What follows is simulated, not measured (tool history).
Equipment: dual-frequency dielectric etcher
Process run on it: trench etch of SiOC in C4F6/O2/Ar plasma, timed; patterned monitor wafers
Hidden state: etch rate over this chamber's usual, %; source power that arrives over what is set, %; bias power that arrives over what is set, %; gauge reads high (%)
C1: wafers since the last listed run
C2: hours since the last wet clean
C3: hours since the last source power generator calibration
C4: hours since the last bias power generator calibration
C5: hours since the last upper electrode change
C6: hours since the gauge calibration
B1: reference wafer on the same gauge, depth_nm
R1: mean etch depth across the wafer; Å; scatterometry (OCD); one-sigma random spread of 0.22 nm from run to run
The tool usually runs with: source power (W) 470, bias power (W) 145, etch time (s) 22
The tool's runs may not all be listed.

Run 1, hour 0: usual settings; C1 0; C2 406.5; C3 1677.5; C4 3592; C5 3687.5; C6 467.3; B1 57.08. Result: R1 488.2 Å.
Run 2, hour 10.2: usual settings but source power (W) 390; C1 168; C2 416.7; C3 1687.7; C4 3602.2; C5 3697.7; C6 477.5; B1 57.12. Result: R1 447.9 Å.
Run 3, hour 52.5: usual settings but bias power (W) 153; C1 698; C2 459; C3 1730; C4 3644.5; C5 3740; C6 519.8; B1 57.26. Result: R1 495 Å.
At hour 82.8: wet clean of the chamber.
Run 4, hour 83.3: usual settings but bias power (W) 153; C1 112; C2 0.5; C3 1760.8; C4 3675.3; C5 3770.8; C6 550.6; B1 57.21. Result: R1 492.1 Å.
Run 5, hour 83.6: usual settings; C1 4; C2 0.8; C3 1761.1; C4 3675.6; C5 3771.1; C6 550.9; B1 57.14. Result: R1 491.3 Å.
Run 6, hour 84.9: usual settings; C1 21; C2 2.1; C3 1762.4; C4 3676.9; C5 3772.4; C6 552.2; B1 57.22. Result: R1 488.1 Å.
At hour 94.4: bias power generator calibrated.
Run 7, hour 94.9: usual settings; C1 99; C2 12.1; C3 1772.4; C4 0.5; C5 3782.4; C6 562.2; B1 57.34. Result: R1 488.2 Å.
Run 8, hour 103: usual settings; C1 133; C2 20.2; C3 1780.5; C4 8.6; C5 3790.5; C6 570.3; B1 57.16. Result: R1 487.5 Å.
Run 9, hour 118.6: usual settings but source power (W) 450, etch time (s) 27; C1 257; C2 35.8; C3 1796.1; C4 24.2; C5 3806.1; C6 585.9; B1 57.14. Result: R1 581.8 Å.
Run 10, hour 126: usual settings but bias power (W) 152, etch time (s) 24.5; C1 122; C2 43.2; C3 1803.5; C4 31.6; C5 3813.5; C6 593.3; B1 57.28. Result: R1 546.7 Å.
Run 11, hour 135.4: usual settings but source power (W) 580, etch time (s) 25; C1 155; C2 52.6; C3 1812.9; C4 41; C5 3822.9; C6 602.7; B1 57.26. Result: R1 606.7 Å.
At hour 136.2: gauge calibrated.
At hour 159.5: source power generator calibrated.
At hour 169.8: upper electrode replaced.
Run 12, hour 170.3: usual settings; C1 340; C2 87.5; C3 10.8; C4 75.9; C5 0.5; C6 34.1; B1 57.27. Result: R1 489.6 Å.
Run 13, hour 170.6: usual settings but source power (W) 570; C1 4; C2 87.8; C3 11.1; C4 76.2; C5 0.8; C6 34.4; B1 57.19. Result: R1 527.2 Å.
Run 14, hour 170.9: usual settings but bias power (W) 124; C1 4; C2 88.1; C3 11.4; C4 76.5; C5 1.1; C6 34.7; B1 57.27. Result: R1 465.5 Å.
Run 15, hour 173.6: usual settings but etch time (s) 17; C1 44; C2 90.8; C3 14.1; C4 79.2; C5 3.8; C6 37.4; B1 57.31. Result: R1 377.1 Å.
Run 16, hour 186.3: usual settings but source power (W) 390, bias power (W) 122, etch time (s) 26.5; C1 209; C2 103.5; C3 26.8; C4 91.9; C5 16.5; C6 50.1; B1 57.29. Result: R1 511.8 Å.
Run 17, hour 203.1: usual settings but source power (W) 380, bias power (W) 156; C1 277; C2 120.3; C3 43.6; C4 108.7; C5 33.3; C6 66.9; B1 57.33. Result: R1 452 Å.
Run 18, hour 210.5: usual settings; C1 122; C2 127.7; C3 51; C4 116.1; C5 40.7; C6 74.3; B1 57.36. Result: R1 486.8 Å.
Run 19, hour 222.1: usual settings but source power (W) 580, bias power (W) 132; C1 191; C2 139.3; C3 62.6; C4 127.7; C5 52.3; C6 85.9; B1 57.18. Result: R1 519.3 Å.
Run 20, hour 237.6: usual settings; C1 255; C2 154.8; C3 78.1; C4 143.2; C5 67.8; C6 101.4; B1 57.19. Result: R1 488.5 Å.
Run 21, hour 246.5: usual settings but etch time (s) 17.5; C1 146; C2 163.7; C3 87; C4 152.1; C5 76.7; C6 110.3; B1 57.17. Result: R1 390.4 Å.
Run 22, hour 257.1: usual settings but source power (W) 530, bias power (W) 164, etch time (s) 18; C1 174; C2 174.3; C3 97.6; C4 162.7; C5 87.3; C6 120.9; B1 57.28. Result: R1 432.8 Å.
Run 23, hour 265.3: usual settings; C1 135; C2 182.5; C3 105.8; C4 170.9; C5 95.5; C6 129.1; B1 57.23. Result: R1 486.9 Å.
Run 24, hour 302.3: usual settings but source power (W) 540, bias power (W) 127, etch time (s) 20; C1 610; C2 219.5; C3 142.8; C4 207.9; C5 132.5; C6 166.1; B1 57.23. Result: R1 454 Å.
Run 25, hour 318.5: usual settings; C1 267; C2 235.7; C3 159; C4 224.1; C5 148.7; C6 182.3; B1 57.21. Result: R1 492.7 Å.
Run 26, hour 332.4: usual settings but bias power (W) 153; C1 229; C2 249.6; C3 172.9; C4 238; C5 162.6; C6 196.2; B1 57.31. Result: R1 494.5 Å.
Run 27, hour 342.6: usual settings but source power (W) 410, bias power (W) 171; C1 168; C2 259.8; C3 183.1; C4 248.2; C5 172.8; C6 206.4; B1 57.22. Result: R1 478.3 Å.
Run 28, hour 360.1: usual settings but source power (W) 500; C1 288; C2 277.3; C3 200.6; C4 265.7; C5 190.3; C6 223.9; B1 57.21. Result: R1 499.3 Å.
Run 29, hour 368.1: usual settings but source power (W) 390; C1 132; C2 285.3; C3 208.6; C4 273.7; C5 198.3; C6 231.9; B1 57.29. Result: R1 450.2 Å.
Run 30, hour 379.4: usual settings but source power (W) 590, bias power (W) 155; C1 186; C2 296.6; C3 219.9; C4 285; C5 209.6; C6 243.2; B1 57.13. Result: R1 544.4 Å.
Run 31, hour 397.2: usual settings but source power (W) 390, bias power (W) 131, etch time (s) 20; C1 293; C2 314.4; C3 237.7; C4 302.8; C5 227.4; C6 261; B1 57.11. Result: R1 398.3 Å.

Forecast each of these 3 alternatives for the next run:
Run A, hour 397.6: usual settings but source power (W) 370; C1 6; C2 314.8; C3 238.1; C4 303.2; C5 227.8; C6 261.4; B1 ?. Result: R1 ?.
Run B, hour 397.6: usual settings but source power (W) 530, bias power (W) 171, etch time (s) 19.5; C1 6; C2 314.8; C3 238.1; C4 303.2; C5 227.8; C6 261.4; B1 ?. Result: R1 ?.
Run C, hour 397.6: usual settings but source power (W) 530; C1 6; C2 314.8; C3 238.1; C4 303.2; C5 227.8; C6 261.4; B1 ?. Result: R1 ?.

run     B1     R1
  A  57.04  438.9
  B  57.04  476.3
  C  57.04  514.1
Without the tool's hidden state the same runs would have given:
run     R1
  A  438.9
  B  476.3
  C  514.1

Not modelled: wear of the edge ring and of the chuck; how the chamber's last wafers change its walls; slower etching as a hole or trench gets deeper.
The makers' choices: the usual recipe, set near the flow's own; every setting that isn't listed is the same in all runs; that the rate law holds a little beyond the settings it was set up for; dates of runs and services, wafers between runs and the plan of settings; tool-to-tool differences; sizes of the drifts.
